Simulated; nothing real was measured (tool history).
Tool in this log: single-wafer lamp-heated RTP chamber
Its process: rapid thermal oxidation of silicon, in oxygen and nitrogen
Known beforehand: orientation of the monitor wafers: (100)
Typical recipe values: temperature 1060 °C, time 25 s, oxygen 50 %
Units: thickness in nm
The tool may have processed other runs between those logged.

run	hour	temperature	time	oxygen	wafers since the last listed run	wafers since the last pyrometer calibration	hours since the oxygen flow controller was replaced	hours since the gauge calibration	read-back reference wafer on the same gauge, thickness	thickness
1	0.0	1060	25	31	0	4956	5940.3	2572.8	4.350	3.626
2	89.9	1060	25	31	961	5918	6030.2	2662.7	4.349	3.636
# hour 122.6: pyrometer window cleaned and pyrometer calibrated
3	190.5	1060	25	31	990	726	6130.8	2763.3	4.353	3.506
4	233.5	1060	25	50	460	1186	6173.8	2806.3	4.350	4.148
5	271.7	1060	25	50	408	1595	6212.0	2844.5	4.351	4.136
6	310.0	1060	25	50	409	2004	6250.3	2882.8	4.344	4.172
# hour 393.0: gauge calibrated
7	399.3	1044	25	50	955	2960	6339.6	6.3	4.346	3.805
8	505.3	1060	25	39	1134	4094	6445.6	112.3	4.348	3.899
9	546.6	1060	25	39	441	4536	6486.9	153.6	4.351	3.922
10	623.3	1060	21	50	820	5356	6563.6	230.3	4.348	3.953
11	698.5	1060	21	50	804	6161	6638.8	305.5	4.351	3.939
# hour 727.4: oxygen flow controller replaced
12	757.3	1060	25	50	543	6704	29.9	364.3	4.353	4.274
# hour 804.5: pyrometer window cleaned and pyrometer calibrated
13	854.7	1060	25	50	956	537	127.3	461.7	4.352	4.109
14	900.0	1060	25	50	484	1022	172.6	507.0	4.345	4.133
15	950.1	1060	25	50	535	1558	222.7	557.1	4.355	4.204
16	1007.5	1060	25	50	614	2172	280.1	614.5	4.348	4.195
17	1077.2	1050	13	78	745	2917	349.8	684.2	4.352	3.557
18	1115.6	1060	25	50	410	3328	388.2	722.6	4.352	4.234
19	1174.1	1070	16	69	625	3954	446.7	781.1	4.348	4.262
20	1233.4	1047	25	50	634	4588	506.0	840.4	4.353	3.935
21	1303.7	1082	17	80	752	5341	576.3	910.7	4.351	4.976
22	1348.6	1073	34	58	480	5821	621.2	955.6	4.349	5.581
23	1396.4	1060	35	50	511	6332	669.0	1003.4	4.351	4.935
24	1444.6	1060	21	79	515	6848	717.2	1051.6	4.349	4.638
# hour 1476.7: pyrometer window cleaned and pyrometer calibrated
25	1493.9	1035	20	50	441	183	766.5	1100.9	4.348	3.193
26	1578.2	1072	25	41	901	1085	850.8	1185.2	4.350	4.187
27	1622.1	1036	37	39	469	1555	894.7	1229.1	4.344	3.870
28	1717.0	1033	29	36	1015	2570	989.6	1324.0	4.348	3.381
29	1822.9	1034	16	72	1132	3703	1095.5	1429.9	4.351	3.398

Run 30 comes next. What will it give?
30	1926.3	1060	25	31	1106	4809	1198.9	1533.3	?	?

read-back reference wafer on the same gauge, thickness: 4.349
thickness: 3.618 nm
With no hidden state in the tool, this same run would have given thickness 3.461 nm.
